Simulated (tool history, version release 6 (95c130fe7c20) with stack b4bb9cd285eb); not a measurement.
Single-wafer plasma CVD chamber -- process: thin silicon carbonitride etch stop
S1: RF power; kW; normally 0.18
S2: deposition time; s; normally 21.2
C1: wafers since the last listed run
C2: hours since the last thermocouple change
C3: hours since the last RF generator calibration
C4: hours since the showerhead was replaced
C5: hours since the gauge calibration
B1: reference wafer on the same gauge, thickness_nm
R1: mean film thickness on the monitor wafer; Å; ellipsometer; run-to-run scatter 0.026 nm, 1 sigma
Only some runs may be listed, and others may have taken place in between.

run,hour,S1,S2,C1,C2,C3,C4,C5,B1,R1
1,0,0.18,21.2,0,1053.2,1914.9,4178.3,683,15.201,123.27
2,12.1,0.18,21.2,369,1065.3,1927,4190.4,695.1,15.197,122.82
3,28.9,0.18,21.2,512,1082.1,1943.8,4207.2,711.9,15.191,123.11
4,39.4,0.18,21.2,320,1092.6,1954.3,4217.7,722.4,15.198,123.2
5,49.6,0.18,21.2,311,1102.8,1964.5,4227.9,732.6,15.2,122.25
6,57.2,0.18,21.2,231,1110.4,1972.1,4235.5,740.2,15.2,123.08
7,74.7,0.18,21.2,533,1127.9,1989.6,4253,757.7,15.195,122.6
8,83.6,0.18,21.2,271,1136.8,1998.5,4261.9,766.6,15.202,122.63
# hour 94.2: RF generator calibrated
# hour 99.5: showerhead replaced, of another model than before
9,100,0.18,21.2,94,1153.2,5.8,0.5,783,15.204,126.23
10,101.2,0.18,21.2,36,1154.4,7,1.7,784.2,15.204,126.35
11,118.8,0.18,21.2,536,1172,24.6,19.3,801.8,15.203,126.19
# hour 131.1: gauge calibrated
12,132,0.18,21.2,402,1185.2,37.8,32.5,0.9,15.194,125.88
13,138.9,0.18,21.2,210,1192.1,44.7,39.4,7.8,15.201,125.87
14,148.8,0.18,18.6,301,1202,54.6,49.3,17.7,15.204,110.22
15,164.5,0.215,17.1,478,1217.7,70.3,65,33.4,15.197,111.59
16,180.2,0.18,21.2,478,1233.4,86,80.7,49.1,15.2,125.53
# hour 199.2: thermocouple changed; heater temperature recalibrated
17,199.7,0.195,18.4,350,0.5,105.5,100.2,68.6,15.196,113.63
18,203.5,0.2,23.2,115,4.3,109.3,104,72.4,15.202,145.08
19,250.5,0.145,19.2,1433,51.3,156.3,151,119.4,15.201,99.04
20,266.6,0.18,21.2,491,67.4,172.4,167.1,135.5,15.193,125.04
21,282.1,0.18,18.5,472,82.9,187.9,182.6,151,15.198,109.24
22,298.8,0.205,22.9,509,99.6,204.6,199.3,167.7,15.195,144.54
23,331.2,0.205,22.8,988,132,237,231.7,200.1,15.198,143.59
24,347.9,0.18,21.2,509,148.7,253.7,248.4,216.8,15.197,124.37
25,359.5,0.145,23.8,353,160.3,265.3,260,228.4,15.206,121.63
26,367.9,0.205,25.3,256,168.7,273.7,268.4,236.8,15.205,158.87
27,383,0.18,21.2,460,183.8,288.8,283.5,251.9,15.201,123.92
28,391.9,0.18,21.2,271,192.7,297.7,292.4,260.8,15.206,124.24
29,402.4,0.195,21.2,320,203.2,308.2,302.9,271.3,15.208,129.56
30,411.3,0.15,24.5,271,212.1,317.1,311.8,280.2,15.199,128.32
31,418.5,0.165,21.2,219,219.3,324.3,319,287.4,15.2,117.88
32,432.4,0.18,21.2,423,233.2,338.2,332.9,301.3,15.202,123.97
33,440.1,0.155,17.2,234,240.9,345.9,340.6,309,15.195,92
34,452,0.16,21.2,362,252.8,357.8,352.5,320.9,15.198,115.45
35,490.1,0.16,19.2,1162,290.9,395.9,390.6,359,15.198,104.55

What if the next run were any one of these 4? Each begins from the tool's condition after run 35:
A,490.5,0.15,21.2,12,291.3,396.3,391,359.4,?,?
B,490.5,0.15,23.5,12,291.3,396.3,391,359.4,?,?
C,490.5,0.18,19.8,12,291.3,396.3,391,359.4,?,?
D,490.5,0.18,17.8,12,291.3,396.3,391,359.4,?,?

run,B1,R1
A,15.203,110.09
B,15.203,122.04
C,15.203,115.05
D,15.203,103.43
Take away the tool's hidden state, keep each run's random variation, and the runs would have read:
run,R1
A,113.29
B,125.59
C,118.39
D,106.43

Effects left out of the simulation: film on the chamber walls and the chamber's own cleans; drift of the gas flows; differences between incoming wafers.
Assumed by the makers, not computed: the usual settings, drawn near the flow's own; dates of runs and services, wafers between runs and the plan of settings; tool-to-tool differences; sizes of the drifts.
